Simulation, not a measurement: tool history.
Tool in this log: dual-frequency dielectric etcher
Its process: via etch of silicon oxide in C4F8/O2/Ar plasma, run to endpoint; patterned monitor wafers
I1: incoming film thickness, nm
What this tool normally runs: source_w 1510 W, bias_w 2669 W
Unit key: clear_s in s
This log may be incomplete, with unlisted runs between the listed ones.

{"run": 1, "hour": 0.0, "source_w": 1740, "bias_w": 2669, "I1": 1375.9, "clear_s": 267.0}
{"run": 2, "hour": 99.2, "source_w": 1740, "bias_w": 2669, "I1": 1375.5, "clear_s": 258.6}
{"run": 3, "hour": 154.7, "source_w": 1410, "bias_w": 3148, "I1": 1390.7, "clear_s": 287.8}
{"hour": 428.4, "done": "wet clean of the chamber"}
{"run": 4, "hour": 432.9, "source_w": 1510, "bias_w": 3136, "I1": 1375.1, "clear_s": 270.4}
{"run": 5, "hour": 497.5, "source_w": 1510, "bias_w": 3136, "I1": 1369.6, "clear_s": 271.6}
{"run": 6, "hour": 533.6, "source_w": 1510, "bias_w": 3136, "I1": 1380.0, "clear_s": 273.7}
{"run": 7, "hour": 600.2, "source_w": 1270, "bias_w": 2669, "I1": 1391.6, "clear_s": 326.3}
{"run": 8, "hour": 682.4, "source_w": 1390, "bias_w": 2669, "I1": 1385.7, "clear_s": 306.3}
{"run": 9, "hour": 772.1, "source_w": 1390, "bias_w": 2669, "I1": 1385.7, "clear_s": 301.7}
{"run": 10, "hour": 809.0, "source_w": 1390, "bias_w": 2669, "I1": 1376.8, "clear_s": 306.4}
{"hour": 847.4, "done": "bias power generator calibrated"}
{"run": 11, "hour": 850.6, "source_w": 1510, "bias_w": 2968, "I1": 1380.3, "clear_s": 280.3}
{"run": 12, "hour": 896.3, "source_w": 1510, "bias_w": 2968, "I1": 1392.6, "clear_s": 283.5}
{"hour": 966.8, "done": "wet clean of the chamber"}
{"hour": 995.3, "done": "upper electrode replaced"}
{"run": 13, "hour": 995.8, "source_w": 1510, "bias_w": 2968, "I1": 1393.8, "clear_s": 283.0}
{"run": 14, "hour": 1079.1, "source_w": 1750, "bias_w": 2669, "I1": 1380.9, "clear_s": 269.4}
{"run": 15, "hour": 1117.6, "source_w": 1750, "bias_w": 2669, "I1": 1361.0, "clear_s": 268.3}
{"run": 16, "hour": 1213.8, "source_w": 1750, "bias_w": 2669, "I1": 1383.1, "clear_s": 270.5}
{"run": 17, "hour": 1319.0, "source_w": 1410, "bias_w": 3148, "I1": 1367.9, "clear_s": 287.9}
{"run": 18, "hour": 1417.7, "source_w": 1180, "bias_w": 2330, "I1": 1376.3, "clear_s": 350.1}
{"run": 19, "hour": 1478.7, "source_w": 1510, "bias_w": 2207, "I1": 1376.1, "clear_s": 306.5}
{"hour": 1598.8, "done": "wet clean of the chamber"}
{"run": 20, "hour": 1599.3, "source_w": 1310, "bias_w": 3269, "I1": 1377.9, "clear_s": 302.4}
{"run": 21, "hour": 1667.0, "source_w": 1810, "bias_w": 3090, "I1": 1396.0, "clear_s": 255.5}

Run 22 is up next; what results do you expect?
{"run": 22, "hour": 1774.8, "source_w": 1830, "bias_w": 2669, "I1": 1379.8, "clear_s": "?"}

Run 22 measured clear_s 259.8 s.
With no hidden state in the tool, this same run would have given clear_s 252.1 s.

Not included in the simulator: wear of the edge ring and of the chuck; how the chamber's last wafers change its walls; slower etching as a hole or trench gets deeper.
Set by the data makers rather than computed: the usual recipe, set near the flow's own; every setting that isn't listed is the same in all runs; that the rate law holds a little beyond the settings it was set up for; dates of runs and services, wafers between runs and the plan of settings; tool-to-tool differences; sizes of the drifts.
